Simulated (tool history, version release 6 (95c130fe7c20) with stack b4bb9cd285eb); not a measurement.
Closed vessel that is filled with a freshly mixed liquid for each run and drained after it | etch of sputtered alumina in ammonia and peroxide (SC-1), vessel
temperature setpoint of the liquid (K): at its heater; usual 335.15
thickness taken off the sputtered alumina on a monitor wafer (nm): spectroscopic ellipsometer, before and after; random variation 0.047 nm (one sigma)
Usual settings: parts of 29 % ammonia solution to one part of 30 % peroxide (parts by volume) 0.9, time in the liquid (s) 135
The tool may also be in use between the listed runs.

run     day  temperature setpoint of the liquid (K)  parts of 29 % ammonia solution to one part of 30 % peroxide (parts by volume)  time in the liquid (s)  wafers since the last listed run  hours since the thermometer was replaced  hours since the ammonia flow meter was replaced  hours since the drum of ammonia solution was connected  hours since the gauge calibration  read-back film thickness of the sputtered alumina reference wafer, read on the same gauge (nm)  thickness taken off the sputtered alumina on a monitor wafer (nm)
  1       0                                  335.15                                                                            0.9                     135                                 0                                    1794.1                                             1052                                                   876.5                              272.1                                                                                          140.02                                                              10.32
  2   1.092                                  335.15                                                                            0.9                     135                              3412                                    1820.3                                           1078.2                                                   902.7                              298.3                                                                                          139.98                                                              10.32
  3     2.2                                  338.15                                                                            0.7                     135                              3464                                    1846.9                                           1104.8                                                   929.3                              324.9                                                                                             140                                                              11.69
  4   3.258                                  338.15                                                                            0.7                     135                              3307                                    1872.3                                           1130.2                                                   954.7                              350.3                                                                                          139.99                                                              11.67
  5   4.183                                  335.15                                                                            0.9                     135                              2891                                    1894.5                                           1152.4                                                   976.9                              372.5                                                                                          139.99                                                              10.29
      4.962  -- thermometer replaced
      5.371  -- new drum of ammonia solution connected
  6   5.496                                  335.15                                                                            0.9                     135                              3841                                      12.8                                           1183.9                                                       3                                404                                                                                             140                                                              11.59
      5.921  -- ammonia flow meter replaced
       6.05  -- gauge calibrated
  7   6.704                                  335.15                                                                            0.9                     135                              3646                                      41.8                                             18.8                                                      32                               15.7                                                                                             140                                                              11.48
  8   7.929                                  335.15                                                                            0.9                     135                              3828                                      71.2                                             48.2                                                    61.4                               45.1                                                                                          139.98                                                              11.49
  9   8.729                                  343.15                                                                            1.2                      55                              2500                                      90.4                                             67.4                                                    80.6                               64.3                                                                                          139.99                                                               7.15
 10  10.138                                  343.15                                                                           0.65                     180                              4401                                     124.2                                            101.2                                                   114.4                               98.1                                                                                          139.99                                                              21.99
 11  11.538                                  335.15                                                                            0.9                     135                              4375                                     157.8                                            134.8                                                     148                              131.7                                                                                             140                                                              11.44
 12  12.133                                  328.65                                                                            0.9                     135                              1862                                     172.1                                            149.1                                                   162.3                                146                                                                                          139.99                                                               8.17
 13  13.196                                  335.15                                                                            0.9                     135                              3320                                     197.6                                            174.6                                                   187.8                              171.5                                                                                          140.01                                                              11.31
 14  14.175                                  325.65                                                                            1.2                      75                              3060                                     221.1                                            198.1                                                   211.3                                195                                                                                          139.97                                                               3.93

4 ways to go on from here, each from the tool as it stands after run 14. What would each give?
  A  14.204                                  335.15                                                                            1.1                     135                                91                                     221.8                                            198.8                                                     212                              195.7                                                                                               ?                                                                  ?
  B  14.204                                  340.65                                                                            0.7                     210                                91                                     221.8                                            198.8                                                     212                              195.7                                                                                               ?                                                                  ?
  C  14.204                                  338.65                                                                            0.9                     135                                91                                     221.8                                            198.8                                                     212                              195.7                                                                                               ?                                                                  ?
  D  14.204                                  335.15                                                                            0.7                     135                                91                                     221.8                                            198.8                                                     212                              195.7                                                                                               ?                                                                  ?

run  read-back film thickness of the sputtered alumina reference wafer, read on the same gauge (nm)  thickness taken off the sputtered alumina on a monitor wafer (nm)
  A                                                                                          139.99                                                              11.67
  B                                                                                          139.99                                                              22.87
  C                                                                                          139.99                                                              13.64
  D                                                                                          139.99                                                              11.18
Without the tool's hidden state the same runs would have given:
run  thickness taken off the sputtered alumina on a monitor wafer (nm)
  A                                                              11.85
  B                                                              23.22
  C                                                              13.86
  D                                                              11.36
